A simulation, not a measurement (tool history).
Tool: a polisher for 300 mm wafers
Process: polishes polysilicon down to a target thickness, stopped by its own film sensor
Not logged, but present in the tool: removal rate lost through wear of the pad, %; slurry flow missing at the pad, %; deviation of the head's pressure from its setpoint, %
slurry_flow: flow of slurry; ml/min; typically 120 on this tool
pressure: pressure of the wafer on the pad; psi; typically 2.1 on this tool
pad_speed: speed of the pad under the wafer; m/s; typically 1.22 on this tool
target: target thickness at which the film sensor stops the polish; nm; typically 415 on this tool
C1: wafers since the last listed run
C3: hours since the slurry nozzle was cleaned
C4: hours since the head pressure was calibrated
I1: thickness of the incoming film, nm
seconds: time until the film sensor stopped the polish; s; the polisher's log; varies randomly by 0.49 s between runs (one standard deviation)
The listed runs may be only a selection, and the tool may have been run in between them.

Run 1, day 0.000: usual settings but pad_speed 1.12 m/s; C1 0; wafers polished on this pad 125; C3 213.2; C4 993.7; I1 774.0. Result: seconds 43.2 s.
Run 2, day 0.704: usual settings but pad_speed 1.12 m/s; C1 172; wafers polished on this pad 298; C3 230.1; C4 1010.6; I1 786.6. Result: seconds 45.0 s.
Run 3, day 1.321: usual settings; C1 151; wafers polished on this pad 449; C3 244.9; C4 1025.4; I1 783.2. Result: seconds 40.7 s.
Run 4, day 2.000: usual settings; C1 166; wafers polished on this pad 616; C3 261.2; C4 1041.7; I1 789.7. Result: seconds 42.4 s.
Run 5, day 2.333: usual settings; C1 81; wafers polished on this pad 698; C3 269.2; C4 1049.7; I1 790.8. Result: seconds 41.0 s.
Run 6, day 2.771: usual settings; C1 107; wafers polished on this pad 805; C3 279.7; C4 1060.2; I1 793.1. Result: seconds 41.4 s.
Run 7, day 3.229: usual settings; C1 112; wafers polished on this pad 918; C3 290.7; C4 1071.2; I1 799.4. Result: seconds 41.8 s.
Run 8, day 3.754: usual settings but slurry_flow 135 ml/min; C1 128; wafers polished on this pad 1047; C3 303.3; C4 1083.8; I1 792.5. Result: seconds 40.0 s.
Run 9, day 4.375: usual settings but pad_speed 1.40 m/s; C1 152; wafers polished on this pad 1199; C3 318.2; C4 1098.7; I1 789.0. Result: seconds 35.3 s.
Run 10, day 5.029: usual settings but pad_speed 1.40 m/s; C1 160; wafers polished on this pad 1360; C3 333.9; C4 1114.4; I1 790.9. Result: seconds 36.0 s.
At day 5.333: worn pad replaced by a new one.
Run 11, day 6.117: usual settings but pad_speed 1.40 m/s; C1 226; wafers polished on this pad 191; C3 360.0; C4 1140.5; I1 785.4. Result: seconds 34.9 s.
Run 12, day 6.708: usual settings; C1 145; wafers polished on this pad 337; C3 374.2; C4 1154.7; I1 798.1. Result: seconds 42.1 s.
Run 13, day 7.071: usual settings; C1 89; wafers polished on this pad 426; C3 382.9; C4 1163.4; I1 779.4. Result: seconds 38.9 s.
Run 14, day 7.333: usual settings but target 379 nm; C1 64; wafers polished on this pad 490; C3 389.2; C4 1169.7; I1 797.3. Result: seconds 45.0 s.
Run 15, day 7.625: usual settings but target 379 nm; C1 71; wafers polished on this pad 562; C3 396.2; C4 1176.7; I1 797.8. Result: seconds 45.0 s.
Run 16, day 8.008: usual settings; C1 94; wafers polished on this pad 656; C3 405.4; C4 1185.9; I1 801.7. Result: seconds 41.4 s.
At day 8.925: slurry nozzle cleaned.
Run 17, day 10.125: usual settings but pad_speed 1.36 m/s; C1 509; wafers polished on this pad 1166; C3 28.8; C4 1236.7; I1 777.5. Result: seconds 34.8 s.
Run 18, day 10.662: usual settings but slurry_flow 150 ml/min, pressure 1.9 psi, pad_speed 1.58 m/s; C1 131; wafers polished on this pad 1298; C3 41.7; C4 1249.6; I1 788.9. Result: seconds 32.1 s.
Run 19, day 11.071: usual settings but pad_speed 1.56 m/s, target 286 nm; C1 100; wafers polished on this pad 1398; C3 51.5; C4 1259.4; I1 778.6. Result: seconds 41.1 s.
At day 11.533: worn pad replaced by a new one, of another model than before.
Run 20, day 11.554: usual settings; C1 77; wafers polished on this pad 4; C3 63.1; C4 1271.0; I1 793.5. Result: seconds 42.3 s.
Run 21, day 12.183: usual settings but slurry_flow 105 ml/min, pad_speed 1.58 m/s; C1 154; wafers polished on this pad 159; C3 78.2; C4 1286.1; I1 794.7. Result: seconds 35.8 s.
Run 22, day 12.908: usual settings but pad_speed 0.84 m/s; C1 178; wafers polished on this pad 337; C3 95.6; C4 1303.5; I1 778.6. Result: seconds 51.2 s.
Run 23, day 13.567: usual settings but slurry_flow 160 ml/min, pressure 1.4 psi, pad_speed 1.62 m/s, target 306 nm; C1 161; wafers polished on this pad 499; C3 111.4; C4 1319.3; I1 797.8. Result: seconds 51.9 s.
At day 13.683: head pressure recalibrated.
Run 24, day 15.758: usual settings but pad_speed 1.36 m/s, target 489 nm; C1 517; wafers polished on this pad 1016; C3 164.0; C4 49.8; I1 792.8. Result: seconds 33.6 s.
Run 25, day 16.229: usual settings but pad_speed 0.90 m/s; C1 115; wafers polished on this pad 1132; C3 175.3; C4 61.1; I1 789.0. Result: seconds 54.6 s.
At day 16.662: worn pad replaced by a new one.
Run 26, day 16.879: usual settings; C1 118; wafers polished on this pad 53; C3 190.9; C4 76.7; I1 793.4. Result: seconds 44.1 s.
Run 27, day 18.375: usual settings but slurry_flow 100 ml/min; C1 367; wafers polished on this pad 420; C3 226.8; C4 112.6; I1 775.2. Result: seconds 44.2 s.
Run 28, day 18.758: usual settings; C1 94; wafers polished on this pad 514; C3 236.0; C4 121.8; I1 772.8. Result: seconds 41.7 s.
Run 29, day 19.008: usual settings but slurry_flow 100 ml/min, pressure 1.8 psi, pad_speed 1.08 m/s, target 527 nm; C1 61; wafers polished on this pad 576; C3 242.0; C4 127.8; I1 794.6. Result: seconds 38.2 s.
Run 30, day 19.329: usual settings; C1 78; wafers polished on this pad 654; C3 249.7; C4 135.5; I1 774.2. Result: seconds 42.7 s.
Run 31, day 19.583: usual settings; C1 62; wafers polished on this pad 717; C3 255.8; C4 141.6; I1 789.8. Result: seconds 44.8 s.
Run 32, day 20.442: usual settings but pad_speed 1.64 m/s, target 382 nm; C1 210; wafers polished on this pad 928; C3 276.4; C4 162.2; I1 792.2. Result: seconds 39.0 s.
Run 33, day 20.825: usual settings; C1 94; wafers polished on this pad 1022; C3 285.6; C4 171.4; I1 785.9. Result: seconds 44.4 s.
Run 34, day 21.133: usual settings; C1 75; wafers polished on this pad 1097; C3 293.0; C4 178.8; I1 780.2. Result: seconds 42.8 s.
Run 35, day 21.579: usual settings but slurry_flow 150 ml/min; C1 109; wafers polished on this pad 1207; C3 303.7; C4 189.5; I1 802.3. Result: seconds 44.5 s.
Run 36, day 22.100: usual settings; C1 127; wafers polished on this pad 1335; C3 316.2; C4 202.0; I1 780.3. Result: seconds 42.7 s.
At day 22.483: worn pad replaced by a new one.
Run 37, day 22.525: usual settings but target 462 nm; C1 63; wafers polished on this pad 10; C3 326.4; C4 212.2; I1 784.3. Result: seconds 37.6 s.

Predict each of these 4 candidate next runs independently; none follows another, all start after run 37:
Run A, day 22.542: usual settings; C1 4; wafers polished on this pad 14; C3 326.8; C4 212.6; I1 784.6. Result: seconds ?.
Run B, day 22.542: usual settings but slurry_flow 135 ml/min, pad_speed 1.38 m/s; C1 4; wafers polished on this pad 14; C3 326.8; C4 212.6; I1 784.6. Result: seconds ?.
Run C, day 22.542: usual settings but pad_speed 1.40 m/s, target 350 nm; C1 4; wafers polished on this pad 14; C3 326.8; C4 212.6; I1 784.6. Result: seconds ?.
Run D, day 22.542: usual settings but slurry_flow 155 ml/min, pressure 2.5 psi, pad_speed 1.46 m/s, target 359 nm; C1 4; wafers polished on this pad 14; C3 326.8; C4 212.6; I1 784.6. Result: seconds ?.

run  seconds
  A     44.4
  B     40.0
  C     47.4
  D     39.2
The same runs, with their run-to-run variation unchanged, on a tool lacking any hidden condition would have given:
run  seconds
  A     44.2
  B     39.8
  C     47.2
  D     39.0
